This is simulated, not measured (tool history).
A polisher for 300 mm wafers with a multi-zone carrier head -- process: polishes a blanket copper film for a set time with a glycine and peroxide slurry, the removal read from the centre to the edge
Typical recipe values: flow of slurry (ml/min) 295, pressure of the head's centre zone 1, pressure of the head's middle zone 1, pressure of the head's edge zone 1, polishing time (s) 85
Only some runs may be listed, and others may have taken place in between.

run   hour  flow of slurry (ml/min)  pressure of the head's centre zone  pressure of the head's middle zone  pressure of the head's edge zone  polishing time (s)  wafers since the last listed run  wafers polished on this pad  hours since the slurry nozzle was cleaned  hours since the centre zone pressure was calibrated  hours since the edge zone pressure was calibrated  hours since the carrier head's membrane was replaced  incoming thickness of the incoming film, nm  film removed at the wafer's centre (nm)  film removed at mid-radius (nm)  film removed at the wafer's edge (nm)
  1      0                      295                                   1                                   1                                 1                  85                                 0                          430                                      410.4                                                  928                                             1156.9                                                 924.2                                       2289.4                                    239.6                            241.6                                  241.3
  2    8.6                      295                                   1                                   1                                 1                  79                                91                          521                                        419                                                936.6                                             1165.5                                                 932.8                                       2293.3                                    217.8                            218.3                                  224.7
  3   26.1                      295                                   1                                   1                                 1                  79                               186                          708                                      436.5                                                954.1                                               1183                                                 950.3                                       2314.3                                    215.6                            214.5                                  207.8
  4   41.4                      295                                   1                                   1                                 1                  79                               163                          871                                      451.8                                                969.4                                             1198.3                                                 965.6                                       2328.7                                      205                              213                                    210
  5   59.1                      295                                0.96                                   1                                 1                  76                               188                         1060                                      469.5                                                987.1                                               1216                                                 983.3                                       2329.2                                    186.3                            200.4                                  194.4
  6     67                      295                                0.96                                   1                                 1                  76                                84                         1144                                      477.4                                                  995                                             1223.9                                                 991.2                                       2367.2                                    181.2                            195.9                                  191.9
        76  -- carrier head's membrane replaced by a new one
  7   76.5                      295                                   1                                   1                                 1                  85                                48                         1192                                      486.9                                               1004.5                                             1233.4                                                   0.5                                         2329                                    209.6                            208.6                                  208.7
  8   79.9                      295                                   1                                   1                                 1                  85                                36                         1229                                      490.3                                               1007.9                                             1236.8                                                   3.9                                         2291                                    201.8                            212.6                                  209.9
  9   90.6                      295                                   1                                   1                                 1                  85                               114                         1343                                        501                                               1018.6                                             1247.5                                                  14.6                                       2324.1                                    197.5                            202.7                                  208.3
      96.5  -- worn pad replaced by a new one
      99.2  -- slurry nozzle cleaned
 10  101.2                      295                                   1                                   1                              1.09                  85                                59                           39                                          2                                               1029.2                                             1258.1                                                  25.2                                         2334                                    253.8                            250.5                                  266.1
 11  112.3                      335                                1.08                                 0.9                                 1                  70                               118                          157                                       13.1                                               1040.3                                             1269.2                                                  36.3                                       2344.2                                    230.2                            194.4                                  205.7
 12  123.9                      295                                   1                                   1                                 1                  85                               123                          281                                       24.7                                               1051.9                                             1280.8                                                  47.9                                       2356.5                                    256.5                              263                                  247.7
 13  131.6                      295                                1.11                                1.11                              1.11                  85                                82                          363                                       32.4                                               1059.6                                             1288.5                                                  55.6                                       2331.6                                    277.1                            274.9                                  260.7

Forecast run 14:
 14  145.4                      295                                 0.9                                1.09                              0.94                  85                               147                          510                                       46.2                                               1073.4                                             1302.3                                                  69.4                                       2338.2                                        ?                                ?                                      ?

{"run 14": {"film removed at the wafer's centre (nm)": 233, "film removed at mid-radius (nm)": 274.7, "film removed at the wafer's edge (nm)": 241.3}}
The same run, on a tool lacking any hidden state, would have yielded film removed at the wafer's centre (nm) 238.6, film removed at mid-radius (nm) 281.2, film removed at the wafer's edge (nm) 246.9.

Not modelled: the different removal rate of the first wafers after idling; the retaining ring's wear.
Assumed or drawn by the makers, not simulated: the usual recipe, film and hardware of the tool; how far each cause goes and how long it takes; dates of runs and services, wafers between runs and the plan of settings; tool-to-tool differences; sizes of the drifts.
